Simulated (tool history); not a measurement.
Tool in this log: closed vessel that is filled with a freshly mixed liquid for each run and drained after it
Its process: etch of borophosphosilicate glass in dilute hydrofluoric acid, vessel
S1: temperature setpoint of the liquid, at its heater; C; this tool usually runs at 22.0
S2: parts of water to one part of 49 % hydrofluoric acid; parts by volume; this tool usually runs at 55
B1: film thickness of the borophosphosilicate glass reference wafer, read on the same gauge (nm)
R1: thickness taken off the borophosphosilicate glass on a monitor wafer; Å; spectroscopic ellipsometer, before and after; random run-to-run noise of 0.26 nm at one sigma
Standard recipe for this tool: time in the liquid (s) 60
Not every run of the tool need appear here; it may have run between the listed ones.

run 1 hour=0.0 | S1=22.0 S2=55 time_in_the_liquid_(s)=60 | B1=100.00 | R1=379.3
run 2 hour=13.7 | S1=22.0 S2=55 time_in_the_liquid_(s)=60 | B1=99.98 | R1=373.4
run 3 hour=36.8 | S1=22.0 S2=55 time_in_the_liquid_(s)=60 | B1=99.99 | R1=372.6
run 4 hour=49.5 | S1=22.0 S2=70 time_in_the_liquid_(s)=60 | B1=99.99 | R1=285.8
run 5 hour=70.8 | S1=22.0 S2=55 time_in_the_liquid_(s)=60 | B1=100.00 | R1=371.6
run 6 hour=83.7 | S1=23.5 S2=55 time_in_the_liquid_(s)=90 | B1=100.01 | R1=586.4
run 7 hour=100.7 | S1=23.5 S2=55 time_in_the_liquid_(s)=90 | B1=100.02 | R1=591.5
run 8 hour=117.6 | S1=22.0 S2=40 time_in_the_liquid_(s)=60 | B1=99.99 | R1=515.6
run 9 hour=136.4 | S1=22.0 S2=40 time_in_the_liquid_(s)=60 | B1=100.02 | R1=510.3
run 10 hour=160.5 | S1=22.0 S2=35 time_in_the_liquid_(s)=60 | B1=100.01 | R1=582.2
run 11 hour=184.2 | S1=22.0 S2=35 time_in_the_liquid_(s)=60 | B1=99.99 | R1=584.1
run 12 hour=198.5 | S1=24.0 S2=75 time_in_the_liquid_(s)=60 | B1=100.01 | R1=278.6
run 13 hour=213.1 | S1=24.0 S2=75 time_in_the_liquid_(s)=60 | B1=100.00 | R1=276.4
run 14 hour=236.7 | S1=22.0 S2=85 time_in_the_liquid_(s)=60 | B1=100.00 | R1=223.0
run 15 hour=251.4 | S1=22.0 S2=55 time_in_the_liquid_(s)=80 | B1=100.00 | R1=471.3
-- hour=303.7 gauge calibrated
run 16 hour=320.1 | S1=24.5 S2=55 time_in_the_liquid_(s)=60 | B1=99.99 | R1=391.6
run 17 hour=339.4 | S1=23.5 S2=40 time_in_the_liquid_(s)=60 | B1=99.99 | R1=524.7
-- hour=352.9 thermometer replaced
run 18 hour=360.3 | S1=22.0 S2=55 time_in_the_liquid_(s)=60 | B1=99.99 | R1=376.4
run 19 hour=392.3 | S1=27.0 S2=80 time_in_the_liquid_(s)=30 | B1=100.00 | R1=152.5
run 20 hour=406.9 | S1=18.5 S2=80 time_in_the_liquid_(s)=60 | B1=100.01 | R1=213.9
run 21 hour=423.9 | S1=22.0 S2=65 time_in_the_liquid_(s)=60 | B1=100.00 | R1=311.2
run 22 hour=441.0 | S1=18.5 S2=55 time_in_the_liquid_(s)=60 | B1=99.98 | R1=315.1
-- hour=446.8 hydrofluoric acid flow meter replaced
run 23 hour=542.3 | S1=22.0 S2=45 time_in_the_liquid_(s)=60 | B1=99.98 | R1=518.2
run 24 hour=566.9 | S1=22.0 S2=45 time_in_the_liquid_(s)=30 | B1=99.98 | R1=259.9
run 25 hour=596.7 | S1=22.0 S2=55 time_in_the_liquid_(s)=60 | B1=99.98 | R1=413.8
run 26 hour=620.9 | S1=25.5 S2=70 time_in_the_liquid_(s)=90 | B1=100.00 | R1=554.0
run 27 hour=634.2 | S1=22.0 S2=55 time_in_the_liquid_(s)=60 | B1=99.99 | R1=411.4

Consider 4 possible next runs. They are alternatives, not a sequence: every one starts from the tool as it was left by run 27. What does each give?
run A hour=634.9 | S1=22.0 S2=55 time_in_the_liquid_(s)=60 | B1=? | R1=?
run B hour=634.9 | S1=25.5 S2=30 time_in_the_liquid_(s)=30 | B1=? | R1=?
run C hour=634.9 | S1=22.0 S2=40 time_in_the_liquid_(s)=90 | B1=? | R1=?
run D hour=634.9 | S1=18.5 S2=30 time_in_the_liquid_(s)=60 | B1=? | R1=?

run=A B1=100.01 R1=412.9
run=B B1=100.01 R1=452.7
run=C B1=100.01 R1=867.7
run=D B1=100.01 R1=671.2
With no hidden state in the tool, these same runs would have given:
run=A R1=441.2
run=B R1=483.4
run=C R1=927.4
run=D R1=718.2
